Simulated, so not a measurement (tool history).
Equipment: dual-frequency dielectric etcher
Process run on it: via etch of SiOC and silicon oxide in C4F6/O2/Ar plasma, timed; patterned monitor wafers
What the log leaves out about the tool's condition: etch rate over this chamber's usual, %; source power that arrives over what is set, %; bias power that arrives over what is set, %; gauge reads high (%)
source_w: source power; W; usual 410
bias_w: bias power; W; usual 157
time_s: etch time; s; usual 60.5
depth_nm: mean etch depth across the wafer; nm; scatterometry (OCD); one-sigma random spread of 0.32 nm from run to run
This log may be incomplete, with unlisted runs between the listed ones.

run,hour,source_w,bias_w,time_s,wafers since the last listed run,hours since the last wet clean,hours since the last source power generator calibration,hours since the last bias power generator calibration,hours since the last upper electrode change,hours since the gauge calibration,"read-back reference wafer on the same gauge, depth_nm",depth_nm
1,0,460,157,60.5,0,256.6,3675.9,2873.4,5222,669,77.4,68.6
# hour 25.2: bias power generator calibrated
2,35.9,410,157,60.5,265,292.5,3711.8,10.7,5257.9,704.9,77.4,66.9
3,48.2,410,157,60.5,102,304.8,3724.1,23,5270.2,717.2,77.5,65.9
# hour 77.4: upper electrode replaced
4,77.9,410,157,60.5,47,334.5,3753.8,52.7,0.5,746.9,77.3,65.4
# hour 93.5: source power generator calibrated
# hour 115.3: wet clean of the chamber
5,115.8,410,130,60.5,101,0.5,22.3,90.6,38.4,784.8,77.4,64.5
6,116.1,410,157,60.5,2,0.8,22.6,90.9,38.7,785.1,77.3,68.4
# hour 118.4: gauge calibrated
7,137.5,410,157,60.5,177,22.2,44,112.3,60.1,19.1,77.3,68
8,162.9,410,157,50.5,211,47.6,69.4,137.7,85.5,44.5,77.2,56.7
9,191.2,410,157,71,235,75.9,97.7,166,113.8,72.8,77.3,79.7
10,218.2,440,136,51.5,224,102.9,124.7,193,140.8,99.8,77.2,56.7
11,243.9,410,157,60.5,213,128.6,150.4,218.7,166.5,125.5,77.5,67.2
12,263.1,410,141,56,159,147.8,169.6,237.9,185.7,144.7,77.5,61
13,291.2,380,157,60.5,233,175.9,197.7,266,213.8,172.8,77.3,66.2
14,335,320,136,71.5,363,219.7,241.5,309.8,257.6,216.6,77.4,71.4
15,357.3,470,144,60.5,185,242,263.8,332.1,279.9,238.9,77.5,67.6
16,381.4,500,136,60.5,200,266.1,287.9,356.2,304,263,77.4,67.7
17,404,500,190,74,187,288.7,310.5,378.8,326.6,285.6,77.3,91
18,416.8,480,168,66,106,301.5,323.3,391.6,339.4,298.4,77.3,76.5
19,434.1,460,190,74.5,143,318.8,340.6,408.9,356.7,315.7,77.5,88.5
20,447.7,340,124,42.5,112,332.4,354.2,422.5,370.3,329.3,77.4,41.7
# hour 486.5: wet clean of the chamber
21,487,330,184,60.5,127,0.5,393.5,461.8,409.6,368.6,77.4,67.7
22,491.6,410,140,60.5,38,5.1,398.1,466.4,414.2,373.2,77.4,65.4
23,508.7,410,122,60.5,142,22.2,415.2,483.5,431.3,390.3,77.5,63.7
24,559.6,410,157,60.5,422,73.1,466.1,534.4,482.2,441.2,77.4,67.7
25,580.6,410,157,66.5,174,94.1,487.1,555.4,503.2,462.2,77.5,74.4
26,597.3,410,157,60.5,138,110.8,503.8,572.1,519.9,478.9,77.2,67.7
27,613,450,136,60.5,130,126.5,519.5,587.8,535.6,494.6,77.3,66.1
28,645.2,410,179,77.5,267,158.7,551.7,620,567.8,526.8,77.2,89.5
29,657.4,350,123,69.5,101,170.9,563.9,632.2,580,539,77.4,69.5

State the hidden condition of the tool at each of the runs:
source power that arrives over what is set, %: 0 on each run
bias power that arrives over what is set, %: 0 on each run
gauge reads high (%): 0 on each run
H1: etch rate over this chamber's usual, %
run,H1
1,-2.35
2,-2.7
3,-2.82
4,-3.11
5,0.214
6,0.211
7,0.00372
8,-0.242
9,-0.516
10,-0.777
11,-1.03
12,-1.21
13,-1.48
14,-1.91
15,-2.12
16,-2.36
17,-2.57
18,-2.7
19,-2.87
20,-3
21,-0.119
22,-0.163
23,-0.329
24,-0.821
25,-1.02
26,-1.19
27,-1.34
28,-1.65
29,-1.77
